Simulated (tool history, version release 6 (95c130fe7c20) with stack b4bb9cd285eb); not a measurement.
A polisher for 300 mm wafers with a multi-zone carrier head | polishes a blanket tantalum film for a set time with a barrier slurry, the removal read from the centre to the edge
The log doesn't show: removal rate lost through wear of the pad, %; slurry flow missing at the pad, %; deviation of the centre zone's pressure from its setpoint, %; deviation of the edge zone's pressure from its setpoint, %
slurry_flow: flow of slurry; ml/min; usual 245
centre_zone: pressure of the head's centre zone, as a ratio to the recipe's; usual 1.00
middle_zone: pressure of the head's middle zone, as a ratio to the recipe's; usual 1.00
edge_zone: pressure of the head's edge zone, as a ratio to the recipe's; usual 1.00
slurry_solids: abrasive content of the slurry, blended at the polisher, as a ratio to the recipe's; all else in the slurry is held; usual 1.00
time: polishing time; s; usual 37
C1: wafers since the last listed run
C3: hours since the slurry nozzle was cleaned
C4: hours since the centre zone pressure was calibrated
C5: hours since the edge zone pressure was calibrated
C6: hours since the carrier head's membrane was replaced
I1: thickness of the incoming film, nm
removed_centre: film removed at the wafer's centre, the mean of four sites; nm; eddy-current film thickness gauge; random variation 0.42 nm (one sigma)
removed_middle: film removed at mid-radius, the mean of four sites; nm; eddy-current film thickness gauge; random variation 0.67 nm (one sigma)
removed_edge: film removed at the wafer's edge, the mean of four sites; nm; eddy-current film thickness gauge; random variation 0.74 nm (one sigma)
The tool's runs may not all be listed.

{"run": 1, "hour": 0.0, "slurry_flow": 245, "centre_zone": 1.0, "middle_zone": 1.0, "edge_zone": 1.0, "slurry_solids": 1.0, "time": 37, "C1": 0, "wafers polished on this pad": 774, "C3": 251.4, "C4": 1124.5, "C5": 672.0, "C6": 460.3, "I1": 418.5, "removed_centre": 64.3, "removed_middle": 63.1, "removed_edge": 63.5}
{"run": 2, "hour": 44.0, "slurry_flow": 245, "centre_zone": 1.0, "middle_zone": 1.0, "edge_zone": 1.0, "slurry_solids": 1.0, "time": 37, "C1": 444, "wafers polished on this pad": 1218, "C3": 295.4, "C4": 1168.5, "C5": 716.0, "C6": 504.3, "I1": 421.3, "removed_centre": 63.5, "removed_middle": 62.8, "removed_edge": 64.6}
{"hour": 166.4, "done": "carrier head's membrane replaced by a new one"}
{"hour": 178.6, "done": "centre zone pressure recalibrated"}
{"hour": 238.9, "done": "worn pad replaced by a new one"}
{"run": 3, "hour": 248.1, "slurry_flow": 245, "centre_zone": 1.0, "middle_zone": 1.0, "edge_zone": 1.0, "slurry_solids": 1.0, "time": 37, "C1": 1950, "wafers polished on this pad": 93, "C3": 499.5, "C4": 69.5, "C5": 920.1, "C6": 81.7, "I1": 416.2, "removed_centre": 62.9, "removed_middle": 61.4, "removed_edge": 62.6}
{"run": 4, "hour": 273.0, "slurry_flow": 245, "centre_zone": 1.0, "middle_zone": 1.0, "edge_zone": 1.0, "slurry_solids": 1.0, "time": 37, "C1": 251, "wafers polished on this pad": 344, "C3": 524.4, "C4": 94.4, "C5": 945.0, "C6": 106.6, "I1": 418.4, "removed_centre": 63.4, "removed_middle": 63.0, "removed_edge": 63.5}
{"run": 5, "hour": 338.3, "slurry_flow": 245, "centre_zone": 1.0, "middle_zone": 1.0, "edge_zone": 1.0, "slurry_solids": 1.0, "time": 37, "C1": 659, "wafers polished on this pad": 1004, "C3": 589.7, "C4": 159.7, "C5": 1010.3, "C6": 171.9, "I1": 428.3, "removed_centre": 63.1, "removed_middle": 62.0, "removed_edge": 62.9}
{"run": 6, "hour": 363.8, "slurry_flow": 190, "centre_zone": 1.0, "middle_zone": 1.0, "edge_zone": 1.0, "slurry_solids": 1.0, "time": 37, "C1": 257, "wafers polished on this pad": 1261, "C3": 615.2, "C4": 185.2, "C5": 1035.8, "C6": 197.4, "I1": 419.7, "removed_centre": 61.9, "removed_middle": 61.1, "removed_edge": 63.2}
{"run": 7, "hour": 403.1, "slurry_flow": 190, "centre_zone": 1.0, "middle_zone": 1.0, "edge_zone": 1.0, "slurry_solids": 1.0, "time": 37, "C1": 396, "wafers polished on this pad": 1658, "C3": 654.5, "C4": 224.5, "C5": 1075.1, "C6": 236.7, "I1": 424.2, "removed_centre": 60.9, "removed_middle": 60.2, "removed_edge": 62.3}
{"run": 8, "hour": 458.2, "slurry_flow": 245, "centre_zone": 1.0, "middle_zone": 1.0, "edge_zone": 1.0, "slurry_solids": 1.0, "time": 31, "C1": 556, "wafers polished on this pad": 2215, "C3": 709.6, "C4": 279.6, "C5": 1130.2, "C6": 291.8, "I1": 419.7, "removed_centre": 52.4, "removed_middle": 52.0, "removed_edge": 52.0}
{"hour": 504.4, "done": "edge zone pressure recalibrated"}
{"run": 9, "hour": 521.5, "slurry_flow": 245, "centre_zone": 0.89, "middle_zone": 1.0, "edge_zone": 1.0, "slurry_solids": 1.0, "time": 47, "C1": 619, "wafers polished on this pad": 2834, "C3": 772.9, "C4": 342.9, "C5": 17.1, "C6": 355.1, "I1": 424.0, "removed_centre": 71.2, "removed_middle": 76.7, "removed_edge": 79.9}
{"hour": 547.8, "done": "worn pad replaced by a new one"}
{"hour": 565.1, "done": "slurry nozzle cleaned"}
{"run": 10, "hour": 589.2, "slurry_flow": 245, "centre_zone": 1.0, "middle_zone": 1.0, "edge_zone": 1.0, "slurry_solids": 1.2, "time": 37, "C1": 633, "wafers polished on this pad": 407, "C3": 24.1, "C4": 410.6, "C5": 84.8, "C6": 422.8, "I1": 425.2, "removed_centre": 66.0, "removed_middle": 64.5, "removed_edge": 65.7}
{"run": 11, "hour": 651.8, "slurry_flow": 245, "centre_zone": 1.0, "middle_zone": 1.0, "edge_zone": 0.89, "slurry_solids": 1.0, "time": 37, "C1": 632, "wafers polished on this pad": 1040, "C3": 86.7, "C4": 473.2, "C5": 147.4, "C6": 485.4, "I1": 422.9, "removed_centre": 63.3, "removed_middle": 63.0, "removed_edge": 61.5}
{"run": 12, "hour": 719.9, "slurry_flow": 245, "centre_zone": 1.0, "middle_zone": 0.93, "edge_zone": 1.0, "slurry_solids": 1.0, "time": 37, "C1": 687, "wafers polished on this pad": 1728, "C3": 154.8, "C4": 541.3, "C5": 215.5, "C6": 553.5, "I1": 422.4, "removed_centre": 64.2, "removed_middle": 59.2, "removed_edge": 63.6}
{"run": 13, "hour": 761.3, "slurry_flow": 295, "centre_zone": 1.0, "middle_zone": 1.0, "edge_zone": 1.0, "slurry_solids": 1.0, "time": 37, "C1": 418, "wafers polished on this pad": 2146, "C3": 196.2, "C4": 582.7, "C5": 256.9, "C6": 594.9, "I1": 411.9, "removed_centre": 64.4, "removed_middle": 63.6, "removed_edge": 65.0}
{"hour": 817.5, "done": "carrier head's membrane replaced by a new one"}
{"run": 14, "hour": 824.8, "slurry_flow": 245, "centre_zone": 1.0, "middle_zone": 1.0, "edge_zone": 1.0, "slurry_solids": 1.0, "time": 37, "C1": 590, "wafers polished on this pad": 2737, "C3": 259.7, "C4": 646.2, "C5": 320.4, "C6": 7.3, "I1": 426.9, "removed_centre": 64.2, "removed_middle": 62.2, "removed_edge": 63.0}
{"run": 15, "hour": 852.4, "slurry_flow": 170, "centre_zone": 0.89, "middle_zone": 1.0, "edge_zone": 1.0, "slurry_solids": 1.0, "time": 37, "C1": 278, "wafers polished on this pad": 3016, "C3": 287.3, "C4": 673.8, "C5": 348.0, "C6": 34.9, "I1": 413.3, "removed_centre": 56.4, "removed_middle": 61.7, "removed_edge": 62.1}
{"run": 16, "hour": 908.0, "slurry_flow": 245, "centre_zone": 0.92, "middle_zone": 0.88, "edge_zone": 1.0, "slurry_solids": 1.25, "time": 48, "C1": 561, "wafers polished on this pad": 3577, "C3": 342.9, "C4": 729.4, "C5": 403.6, "C6": 90.5, "I1": 413.8, "removed_centre": 80.4, "removed_middle": 77.9, "removed_edge": 88.5}
{"hour": 918.0, "done": "worn pad replaced by a new one"}
{"run": 17, "hour": 935.3, "slurry_flow": 295, "centre_zone": 1.0, "middle_zone": 1.0, "edge_zone": 1.0, "slurry_solids": 1.0, "time": 37, "C1": 235, "wafers polished on this pad": 174, "C3": 370.2, "C4": 756.7, "C5": 430.9, "C6": 117.8, "I1": 426.0, "removed_centre": 64.1, "removed_middle": 61.5, "removed_edge": 64.9}
{"run": 18, "hour": 998.0, "slurry_flow": 245, "centre_zone": 1.07, "middle_zone": 1.06, "edge_zone": 0.94, "slurry_solids": 1.0, "time": 37, "C1": 633, "wafers polished on this pad": 807, "C3": 432.9, "C4": 819.4, "C5": 493.6, "C6": 180.5, "I1": 425.6, "removed_centre": 66.2, "removed_middle": 64.6, "removed_edge": 61.0}
{"run": 19, "hour": 1057.2, "slurry_flow": 245, "centre_zone": 1.04, "middle_zone": 1.0, "edge_zone": 1.0, "slurry_solids": 1.0, "time": 28, "C1": 598, "wafers polished on this pad": 1405, "C3": 492.1, "C4": 878.6, "C5": 552.8, "C6": 239.7, "I1": 418.5, "removed_centre": 49.8, "removed_middle": 46.0, "removed_edge": 48.3}
{"run": 20, "hour": 1102.6, "slurry_flow": 320, "centre_zone": 1.0, "middle_zone": 1.0, "edge_zone": 1.0, "slurry_solids": 1.0, "time": 37, "C1": 458, "wafers polished on this pad": 1864, "C3": 537.5, "C4": 924.0, "C5": 598.2, "C6": 285.1, "I1": 417.2, "removed_centre": 64.0, "removed_middle": 64.1, "removed_edge": 64.3}
{"run": 21, "hour": 1154.1, "slurry_flow": 245, "centre_zone": 1.0, "middle_zone": 1.0, "edge_zone": 1.0, "slurry_solids": 1.0, "time": 30, "C1": 520, "wafers polished on this pad": 2384, "C3": 589.0, "C4": 975.5, "C5": 649.7, "C6": 336.6, "I1": 424.4, "removed_centre": 50.7, "removed_middle": 50.4, "removed_edge": 50.9}
{"run": 22, "hour": 1186.9, "slurry_flow": 245, "centre_zone": 1.0, "middle_zone": 1.0, "edge_zone": 1.0, "slurry_solids": 1.0, "time": 37, "C1": 331, "wafers polished on this pad": 2715, "C3": 621.8, "C4": 1008.3, "C5": 682.5, "C6": 369.4, "I1": 418.3, "removed_centre": 62.7, "removed_middle": 62.1, "removed_edge": 62.7}

Forecast each of these 3 alternatives for the next run:
{"run": "A", "hour": 1187.3, "slurry_flow": 245, "centre_zone": 1.0, "middle_zone": 1.0, "edge_zone": 1.0, "slurry_solids": 1.0, "time": 43, "C1": 4, "wafers polished on this pad": 2719, "C3": 622.2, "C4": 1008.7, "C5": 682.9, "C6": 369.8, "I1": 414.4, "removed_centre": "?", "removed_middle": "?", "removed_edge": "?"}
{"run": "B", "hour": 1187.3, "slurry_flow": 290, "centre_zone": 1.0, "middle_zone": 1.0, "edge_zone": 1.0, "slurry_solids": 0.85, "time": 37, "C1": 4, "wafers polished on this pad": 2719, "C3": 622.2, "C4": 1008.7, "C5": 682.9, "C6": 369.8, "I1": 414.4, "removed_centre": "?", "removed_middle": "?", "removed_edge": "?"}
{"run": "C", "hour": 1187.3, "slurry_flow": 245, "centre_zone": 0.96, "middle_zone": 1.12, "edge_zone": 1.0, "slurry_solids": 1.0, "time": 30, "C1": 4, "wafers polished on this pad": 2719, "C3": 622.2, "C4": 1008.7, "C5": 682.9, "C6": 369.8, "I1": 414.4, "removed_centre": "?", "removed_middle": "?", "removed_edge": "?"}

run=A removed_centre=73.3 removed_middle=72.1 removed_edge=73.1
run=B removed_centre=61.2 removed_middle=60.2 removed_edge=60.8
run=C removed_centre=49.4 removed_middle=55.4 removed_edge=50.9
Without the tool's hidden state the same runs would have given:
run=A removed_centre=74.6 removed_middle=73.3 removed_edge=74.0
run=B removed_centre=62.2 removed_middle=61.0 removed_edge=61.4
run=C removed_centre=50.3 removed_middle=56.3 removed_edge=51.5
